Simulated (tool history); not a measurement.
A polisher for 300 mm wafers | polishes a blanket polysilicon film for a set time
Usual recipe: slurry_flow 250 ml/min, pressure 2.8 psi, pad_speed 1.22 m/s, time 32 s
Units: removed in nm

run	day	slurry_flow	pressure	pad_speed	time	wafers since the last listed run	wafers polished on this pad	hours since the slurry nozzle was cleaned	hours since the head pressure was calibrated	incoming thickness of the incoming film, nm	removed
1	0.000	250	2.2	1.22	32	0	929	270.7	422.6	1259.7	266.2
# day 2.975: head pressure recalibrated
2	3.971	250	2.2	1.22	32	1026	1955	366.0	23.9	1272.3	271.8
# day 4.650: worn pad replaced by a new one
3	8.238	250	2.2	1.22	32	1082	946	468.4	126.3	1276.9	271.4
4	11.442	290	3.0	1.22	32	845	1792	545.3	203.2	1289.9	354.1
# day 12.775: worn pad replaced by a new one
5	14.896	250	2.8	1.22	32	867	559	628.2	286.1	1244.8	321.1
6	17.062	250	2.8	1.06	32	571	1131	680.2	338.1	1241.9	298.1
7	20.058	250	2.8	1.22	32	790	1921	752.1	410.0	1273.5	323.2
# day 20.500: slurry nozzle cleaned
# day 20.504: worn pad replaced by a new one
# day 22.325: head pressure recalibrated
8	23.667	250	3.6	1.40	32	918	812	76.0	32.2	1257.6	451.0
9	27.362	250	2.8	1.22	32	975	1788	164.7	120.9	1272.3	326.4

What does the tool deliver on the next run?
# day 28.033: worn pad replaced by a new one
10	28.917	250	2.3	1.46	32	366	233	202.0	158.2	1266.1	?

{"run 10": {"removed": 320.2}}
Had the tool carried no hidden state, the very same run would have given removed 320.2 nm.
